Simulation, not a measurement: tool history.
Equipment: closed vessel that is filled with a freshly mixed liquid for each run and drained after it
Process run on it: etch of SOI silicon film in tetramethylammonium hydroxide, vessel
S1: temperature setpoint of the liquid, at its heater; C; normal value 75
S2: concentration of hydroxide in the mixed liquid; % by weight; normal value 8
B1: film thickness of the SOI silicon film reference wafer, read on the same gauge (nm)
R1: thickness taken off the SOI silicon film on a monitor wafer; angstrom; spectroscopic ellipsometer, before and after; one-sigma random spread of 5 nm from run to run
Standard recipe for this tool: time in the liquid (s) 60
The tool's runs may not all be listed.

run 1 hour=0 | S1=75 S2=8 time_in_the_liquid_(s)=60 | B1=109.98 | R1=4830.8
run 2 hour=42.6 | S1=75 S2=8 time_in_the_liquid_(s)=60 | B1=110.01 | R1=4886.8
run 3 hour=79.7 | S1=75 S2=8 time_in_the_liquid_(s)=60 | B1=109.95 | R1=4846
run 4 hour=124.5 | S1=75 S2=8 time_in_the_liquid_(s)=60 | B1=110.02 | R1=4796.6
run 5 hour=157.6 | S1=75 S2=8 time_in_the_liquid_(s)=60 | B1=110.03 | R1=4863.2
run 6 hour=193.7 | S1=75 S2=7.5 time_in_the_liquid_(s)=60 | B1=109.95 | R1=4897.4
run 7 hour=254.6 | S1=69 S2=8 time_in_the_liquid_(s)=70 | B1=109.96 | R1=3920.7
run 8 hour=316.7 | S1=78.5 S2=8 time_in_the_liquid_(s)=40 | B1=110.02 | R1=3866.2
run 9 hour=386.6 | S1=75 S2=9.5 time_in_the_liquid_(s)=80 | B1=109.96 | R1=6024.2
-- hour=388 gauge calibrated
-- hour=393.1 hydroxide flow meter replaced
run 10 hour=418.5 | S1=75 S2=8 time_in_the_liquid_(s)=30 | B1=109.96 | R1=2380.3
run 11 hour=454.3 | S1=80.5 S2=8 time_in_the_liquid_(s)=60 | B1=109.99 | R1=6459.6
run 12 hour=518.5 | S1=75 S2=8 time_in_the_liquid_(s)=35 | B1=109.99 | R1=2760.4
run 13 hour=567.9 | S1=75 S2=8 time_in_the_liquid_(s)=60 | B1=109.99 | R1=4732.2
-- hour=600.9 thermometer replaced
run 14 hour=622.3 | S1=75 S2=10.5 time_in_the_liquid_(s)=50 | B1=109.98 | R1=4214.7
run 15 hour=681.3 | S1=79 S2=8 time_in_the_liquid_(s)=50 | B1=109.99 | R1=5828.1
run 16 hour=710.3 | S1=75 S2=8 time_in_the_liquid_(s)=60 | B1=110 | R1=5592.2
run 17 hour=757.6 | S1=79.5 S2=8.5 time_in_the_liquid_(s)=60 | B1=109.98 | R1=7061.7

Predict each of these 4 candidate next runs independently; none follows another, all start after run 17:
run A hour=758.3 | S1=75 S2=8 time_in_the_liquid_(s)=80 | B1=? | R1=?
run B hour=758.3 | S1=75 S2=8.5 time_in_the_liquid_(s)=60 | B1=? | R1=?
run C hour=758.3 | S1=72 S2=9 time_in_the_liquid_(s)=70 | B1=? | R1=?
run D hour=758.3 | S1=75 S2=8 time_in_the_liquid_(s)=75 | B1=? | R1=?

run=A B1=110.03 R1=7384.3
run=B B1=110.03 R1=5430.6
run=C B1=110.03 R1=5224
run=D B1=110.03 R1=6922.8
Without the tool's unlogged condition, the same runs would have read:
run=A R1=7533.4
run=B R1=5540.2
run=C R1=5331.3
run=D R1=7062.5

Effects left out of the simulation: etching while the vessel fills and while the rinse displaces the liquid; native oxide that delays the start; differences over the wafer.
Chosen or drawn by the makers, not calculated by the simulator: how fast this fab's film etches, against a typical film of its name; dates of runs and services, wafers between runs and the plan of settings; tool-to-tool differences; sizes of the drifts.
